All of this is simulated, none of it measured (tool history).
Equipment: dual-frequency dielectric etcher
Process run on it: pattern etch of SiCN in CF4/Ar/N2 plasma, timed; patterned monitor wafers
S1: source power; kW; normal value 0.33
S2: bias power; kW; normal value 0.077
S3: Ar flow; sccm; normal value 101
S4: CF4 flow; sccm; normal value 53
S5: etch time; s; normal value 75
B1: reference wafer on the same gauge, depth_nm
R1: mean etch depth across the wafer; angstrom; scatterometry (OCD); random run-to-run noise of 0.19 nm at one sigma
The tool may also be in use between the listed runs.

run 1 hour=0 | S1=0.33 S2=0.077 S3=101 S4=53 S5=75 | B1=43 | R1=491.2
run 2 hour=99.9 | S1=0.33 S2=0.077 S3=101 S4=53 S5=75 | B1=43.02 | R1=492.8
run 3 hour=204 | S1=0.33 S2=0.077 S3=82 S4=53 S5=75 | B1=42.97 | R1=506.6
run 4 hour=265 | S1=0.33 S2=0.077 S3=82 S4=53 S5=75 | B1=43.01 | R1=502
run 5 hour=347.7 | S1=0.33 S2=0.077 S3=101 S4=53 S5=75 | B1=43.05 | R1=494.7
run 6 hour=428 | S1=0.33 S2=0.077 S3=101 S4=53 S5=75 | B1=42.99 | R1=490.9
run 7 hour=518 | S1=0.33 S2=0.077 S3=101 S4=53 S5=75 | B1=43.01 | R1=494.9
run 8 hour=586.7 | S1=0.33 S2=0.077 S3=116 S4=53 S5=75 | B1=43.05 | R1=487.5
run 9 hour=627.2 | S1=0.31 S2=0.069 S3=101 S4=44 S5=75 | B1=43.02 | R1=431.5
run 10 hour=698.4 | S1=0.33 S2=0.077 S3=115 S4=42 S5=65 | B1=43.01 | R1=403.8
run 11 hour=766.1 | S1=0.33 S2=0.077 S3=101 S4=42 S5=66.5 | B1=43.02 | R1=418.3
run 12 hour=873.6 | S1=0.33 S2=0.077 S3=101 S4=53 S5=75 | B1=42.98 | R1=499
run 13 hour=922.4 | S1=0.33 S2=0.069 S3=101 S4=48 S5=75 | B1=43 | R1=452.9
run 14 hour=970.9 | S1=0.33 S2=0.095 S3=114 S4=53 S5=95.5 | B1=43.04 | R1=672.9
run 15 hour=1022.2 | S1=0.33 S2=0.094 S3=82 S4=48 S5=57.5 | B1=43.06 | R1=407.7
run 16 hour=1067.7 | S1=0.36 S2=0.077 S3=101 S4=63 S5=75 | B1=43 | R1=540.3
run 17 hour=1144.1 | S1=0.33 S2=0.077 S3=101 S4=53 S5=75 | B1=42.99 | R1=488.6
run 18 hour=1219.5 | S1=0.33 S2=0.077 S3=101 S4=59 S5=65 | B1=43.01 | R1=432.2
run 19 hour=1285 | S1=0.33 S2=0.077 S3=101 S4=45 S5=75 | B1=42.96 | R1=474.2
run 20 hour=1390.2 | S1=0.33 S2=0.077 S3=125 S4=53 S5=75 | B1=43.01 | R1=480

Between the runs listed above, the log contained 9 entries, not reproduced here. Where in the sequence does each belong, and how does what the log doesn't record of the tool's condition differ from the listed run before to the listed run after?
From run 1 to run 2: upper electrode replaced (hour 99.4)
  source power that arrives over what is set, %: 1.91 -> 2.11
  the result without the hidden state subtracted from the measured one, R1: +6.9 -> +7.7 angstrom
From run 2 to run 3: wet clean of the chamber (hour 152)
  source power that arrives over what is set, %: 2.11 -> 2.28
  the result without the hidden state subtracted from the measured one, R1: +7.7 -> +8.5 angstrom
From run 4 to run 5: Ar flow controller replaced (hour 294.6)
  source power that arrives over what is set, %: 2.36 -> 2.46
  the result without the hidden state subtracted from the measured one, R1: +8.8 -> +8.9 angstrom
From run 6 to run 7: gauge calibrated (hour 492.9)
  source power that arrives over what is set, %: 2.55 -> 2.62
  the result without the hidden state subtracted from the measured one, R1: +9.2 -> +9.5 angstrom
From run 9 to run 10: wet clean of the chamber (hour 654.7); CF4 flow controller replaced (hour 691.6)
  source power that arrives over what is set, %: 2.7 -> 2.75
  the result without the hidden state subtracted from the measured one, R1: +8.5 -> +8 angstrom
From run 11 to run 12: bias power generator calibrated (hour 835.9)
  source power that arrives over what is set, %: 2.78 -> 2.83
  the result without the hidden state subtracted from the measured one, R1: +8.5 -> +10.4 angstrom
From run 12 to run 13: source power generator calibrated (hour 907.8)
  source power that arrives over what is set, %: 2.83 -> 0.285
  the result without the hidden state subtracted from the measured one, R1: +10.4 -> +1 angstrom
From run 18 to run 19: wet clean of the chamber (hour 1264)
  source power that arrives over what is set, %: 1.64 -> 1.85
  the result without the hidden state subtracted from the measured one, R1: +5.3 -> +6.4 angstrom

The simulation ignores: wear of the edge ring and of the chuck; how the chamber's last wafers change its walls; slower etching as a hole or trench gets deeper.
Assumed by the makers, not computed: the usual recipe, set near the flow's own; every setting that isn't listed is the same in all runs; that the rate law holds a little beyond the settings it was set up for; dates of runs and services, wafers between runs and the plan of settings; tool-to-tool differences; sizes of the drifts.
